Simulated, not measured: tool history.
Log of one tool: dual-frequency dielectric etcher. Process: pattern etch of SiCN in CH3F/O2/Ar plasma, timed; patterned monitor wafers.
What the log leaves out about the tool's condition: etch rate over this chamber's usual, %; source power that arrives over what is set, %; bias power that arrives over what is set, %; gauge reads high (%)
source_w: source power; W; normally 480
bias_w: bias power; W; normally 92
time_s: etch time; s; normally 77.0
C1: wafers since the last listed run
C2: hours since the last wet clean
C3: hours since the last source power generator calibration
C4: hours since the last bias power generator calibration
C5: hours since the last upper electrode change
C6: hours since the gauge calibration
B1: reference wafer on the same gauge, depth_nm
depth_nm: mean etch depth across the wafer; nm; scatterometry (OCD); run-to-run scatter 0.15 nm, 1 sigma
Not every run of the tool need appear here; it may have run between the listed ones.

run 1 hour=0.0 | source_w=480 bias_w=92 time_s=77.0 | C1=0 C2=138.0 C3=885.9 C4=2446.1 C5=2085.7 C6=18.5 | B1=31.08 | depth_nm=30.64
run 2 hour=25.2 | source_w=480 bias_w=92 time_s=94.5 | C1=365 C2=163.2 C3=911.1 C4=2471.3 C5=2110.9 C6=43.7 | B1=31.07 | depth_nm=37.60
run 3 hour=72.1 | source_w=480 bias_w=92 time_s=94.5 | C1=679 C2=210.1 C3=958.0 C4=2518.2 C5=2157.8 C6=90.6 | B1=31.09 | depth_nm=37.53
run 4 hour=131.5 | source_w=480 bias_w=92 time_s=77.0 | C1=861 C2=269.5 C3=1017.4 C4=2577.6 C5=2217.2 C6=150.0 | B1=31.03 | depth_nm=30.49
run 5 hour=201.4 | source_w=480 bias_w=92 time_s=77.0 | C1=1013 C2=339.4 C3=1087.3 C4=2647.5 C5=2287.1 C6=219.9 | B1=31.06 | depth_nm=30.11
run 6 hour=302.1 | source_w=480 bias_w=92 time_s=77.0 | C1=1460 C2=440.1 C3=1188.0 C4=2748.2 C5=2387.8 C6=320.6 | B1=31.09 | depth_nm=29.69
run 7 hour=332.6 | source_w=480 bias_w=92 time_s=77.0 | C1=442 C2=470.6 C3=1218.5 C4=2778.7 C5=2418.3 C6=351.1 | B1=31.06 | depth_nm=30.00
run 8 hour=372.9 | source_w=480 bias_w=92 time_s=77.0 | C1=584 C2=510.9 C3=1258.8 C4=2819.0 C5=2458.6 C6=391.4 | B1=31.04 | depth_nm=29.78
-- hour=433.1 upper electrode replaced
-- hour=450.1 wet clean of the chamber
run 9 hour=450.6 | source_w=420 bias_w=92 time_s=77.0 | C1=531 C2=0.5 C3=1336.5 C4=2896.7 C5=17.5 C6=469.1 | B1=31.10 | depth_nm=29.86
run 10 hour=512.8 | source_w=420 bias_w=92 time_s=77.0 | C1=901 C2=62.7 C3=1398.7 C4=2958.9 C5=79.7 C6=531.3 | B1=31.11 | depth_nm=29.85
run 11 hour=574.1 | source_w=480 bias_w=92 time_s=77.0 | C1=888 C2=124.0 C3=1460.0 C4=3020.2 C5=141.0 C6=592.6 | B1=31.15 | depth_nm=30.50
run 12 hour=618.0 | source_w=480 bias_w=92 time_s=77.0 | C1=636 C2=167.9 C3=1503.9 C4=3064.1 C5=184.9 C6=636.5 | B1=31.07 | depth_nm=30.50
run 13 hour=644.1 | source_w=480 bias_w=92 time_s=77.0 | C1=378 C2=194.0 C3=1530.0 C4=3090.2 C5=211.0 C6=662.6 | B1=31.15 | depth_nm=30.32
run 14 hour=709.7 | source_w=480 bias_w=92 time_s=77.0 | C1=951 C2=259.6 C3=1595.6 C4=3155.8 C5=276.6 C6=728.2 | B1=31.12 | depth_nm=30.29
-- hour=752.1 bias power generator calibrated
run 15 hour=764.2 | source_w=450 bias_w=98 time_s=94.0 | C1=732 C2=314.1 C3=1650.1 C4=12.1 C5=331.1 C6=782.7 | B1=31.11 | depth_nm=37.50
run 16 hour=809.2 | source_w=580 bias_w=92 time_s=77.0 | C1=652 C2=359.1 C3=1695.1 C4=57.1 C5=376.1 C6=827.7 | B1=31.06 | depth_nm=31.54
run 17 hour=878.9 | source_w=480 bias_w=92 time_s=77.0 | C1=1010 C2=428.8 C3=1764.8 C4=126.8 C5=445.8 C6=897.4 | B1=31.08 | depth_nm=29.85
run 18 hour=950.4 | source_w=530 bias_w=104 time_s=77.0 | C1=1036 C2=500.3 C3=1836.3 C4=198.3 C5=517.3 C6=968.9 | B1=31.11 | depth_nm=32.28
-- hour=985.6 gauge calibrated
run 19 hour=990.5 | source_w=580 bias_w=103 time_s=84.5 | C1=581 C2=540.4 C3=1876.4 C4=238.4 C5=557.4 C6=4.9 | B1=31.05 | depth_nm=35.83
run 20 hour=1036.9 | source_w=480 bias_w=113 time_s=64.5 | C1=672 C2=586.8 C3=1922.8 C4=284.8 C5=603.8 C6=51.3 | B1=31.08 | depth_nm=27.25
run 21 hour=1063.2 | source_w=480 bias_w=73 time_s=86.0 | C1=381 C2=613.1 C3=1949.1 C4=311.1 C5=630.1 C6=77.6 | B1=31.02 | depth_nm=29.28
run 22 hour=1114.2 | source_w=550 bias_w=92 time_s=77.0 | C1=739 C2=664.1 C3=2000.1 C4=362.1 C5=681.1 C6=128.6 | B1=31.10 | depth_nm=30.32
-- hour=1131.4 source power generator calibrated
-- hour=1154.9 wet clean of the chamber
run 23 hour=1155.4 | source_w=480 bias_w=92 time_s=95.0 | C1=199 C2=0.5 C3=24.0 C4=403.3 C5=722.3 C6=169.8 | B1=31.09 | depth_nm=38.45
run 24 hour=1167.1 | source_w=480 bias_w=100 time_s=96.0 | C1=169 C2=12.2 C3=35.7 C4=415.0 C5=734.0 C6=181.5 | B1=31.09 | depth_nm=40.75
run 25 hour=1203.6 | source_w=400 bias_w=102 time_s=77.0 | C1=529 C2=48.7 C3=72.2 C4=451.5 C5=770.5 C6=218.0 | B1=31.10 | depth_nm=31.13
run 26 hour=1275.6 | source_w=590 bias_w=92 time_s=77.0 | C1=1043 C2=120.7 C3=144.2 C4=523.5 C5=842.5 C6=290.0 | B1=31.05 | depth_nm=32.53
run 27 hour=1346.9 | source_w=480 bias_w=92 time_s=77.0 | C1=1033 C2=192.0 C3=215.5 C4=594.8 C5=913.8 C6=361.3 | B1=31.13 | depth_nm=30.71
run 28 hour=1392.6 | source_w=590 bias_w=72 time_s=77.0 | C1=662 C2=237.7 C3=261.2 C4=640.5 C5=959.5 C6=407.0 | B1=31.13 | depth_nm=28.64
run 29 hour=1425.1 | source_w=480 bias_w=92 time_s=77.0 | C1=471 C2=270.2 C3=293.7 C4=673.0 C5=992.0 C6=439.5 | B1=31.07 | depth_nm=30.37

How the hidden state differs across the entries between the runs, from the last listed run before each to the first after it:
After run 8, before run 9: upper electrode replaced (hour 433.1); wet clean of the chamber (hour 450.1)
  etch rate over this chamber's usual, %: -3.99 -> -0.00438
  the result without the hidden state subtracted from the measured one, depth_nm: -1.24 -> -0.01 nm
After run 14, before run 15: bias power generator calibrated (hour 752.1)
  etch rate over this chamber's usual, %: -2.15 -> -2.6
  the result without the hidden state subtracted from the measured one, depth_nm: -0.67 -> -1.01 nm
After run 18, before run 19: gauge calibrated (hour 985.6)
  etch rate over this chamber's usual, %: -4.14 -> -4.47
  the result without the hidden state subtracted from the measured one, depth_nm: -1.39 -> -1.68 nm
After run 22, before run 23: source power generator calibrated (hour 1131.4); wet clean of the chamber (hour 1154.9)
  etch rate over this chamber's usual, %: -5.5 -> 0.972
  the result without the hidden state subtracted from the measured one, depth_nm: -1.76 -> +0.37 nm

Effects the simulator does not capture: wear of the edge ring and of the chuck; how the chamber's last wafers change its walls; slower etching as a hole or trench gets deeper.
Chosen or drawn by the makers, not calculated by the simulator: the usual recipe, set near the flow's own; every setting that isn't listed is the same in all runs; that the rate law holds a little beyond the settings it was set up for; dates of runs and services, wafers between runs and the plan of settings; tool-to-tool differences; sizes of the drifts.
